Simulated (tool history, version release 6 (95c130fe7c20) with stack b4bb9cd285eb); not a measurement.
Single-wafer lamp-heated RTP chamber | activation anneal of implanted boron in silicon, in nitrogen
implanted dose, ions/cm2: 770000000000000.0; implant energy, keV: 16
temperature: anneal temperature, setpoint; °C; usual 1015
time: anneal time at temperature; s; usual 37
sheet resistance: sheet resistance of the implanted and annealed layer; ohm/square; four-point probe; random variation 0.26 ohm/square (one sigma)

run	hour	temperature	time	read-back reference wafer on the same gauge, sheet resistance	sheet resistance
1	0	1015	37	176.02	154.6
2	23.2	1015	37	176.05	154.74
3	52.1	1015	37	176	154.29
4	76.9	1015	37	176.07	154.28
5	111.5	1015	37	175.96	153.86
6	136.3	1039	29	175.94	152.91
7	153.3	1015	26	175.94	154.16
8	168.7	1015	26	176.05	154.81
9	195.8	1015	26	176.05	154.05
# hour 222: pyrometer window cleaned and pyrometer calibrated
10	223.4	1015	37	176	154.93
11	242.9	1015	37	175.96	155.4
12	273.6	1015	37	175.96	154.23
13	292.7	1015	37	175.99	154.79
14	313.1	1015	37	175.96	154.54
15	338.7	1015	50	175.98	153.42
# hour 368.6: reflector plate cleaned
16	369.1	1015	50	176.02	153.73
# hour 392: gauge calibrated
17	392.5	1025	58	175.89	151.79
18	409.4	1015	50	176	153.25
19	441.1	1028	19	175.97	153.98
20	453.4	1030	16	176.06	154.42
# hour 474.7: pyrometer window cleaned and pyrometer calibrated
21	476	1033	29	176.02	153.67
22	576.3	1004	30	175.92	156.42
23	606.1	1028	19	176.03	154.18
24	638.1	1015	48	175.96	153.88
25	660.7	1032	46	176.03	152.66
26	673.1	1015	37	176.09	154.01
27	695.3	1007	37	176.04	155.45
28	724.8	1044	17	175.98	153.48
# hour 756.9: pyrometer window cleaned and pyrometer calibrated
29	760.3	1015	56	175.98	153.75
30	810.6	1042	54	176.1	151.67
31	841.2	1041	54	175.99	151.48
32	887.1	1015	37	176.09	154.2
33	917	1015	55	176.04	153.35

Forecast each of these 4 alternatives for the next run:
A	917.4	992	37	?	?
B	917.4	1029	50	?	?
C	917.4	988	20	?	?
D	917.4	1015	20	?	?

run	read-back reference wafer on the same gauge, sheet resistance	sheet resistance
A	176.05	157.42
B	176.05	152.14
C	176.05	160.43
D	176.05	155.22
Without the tool's hidden state the same runs would have given:
run	sheet resistance
A	159.87
B	152.84
C	164.19
D	156.31
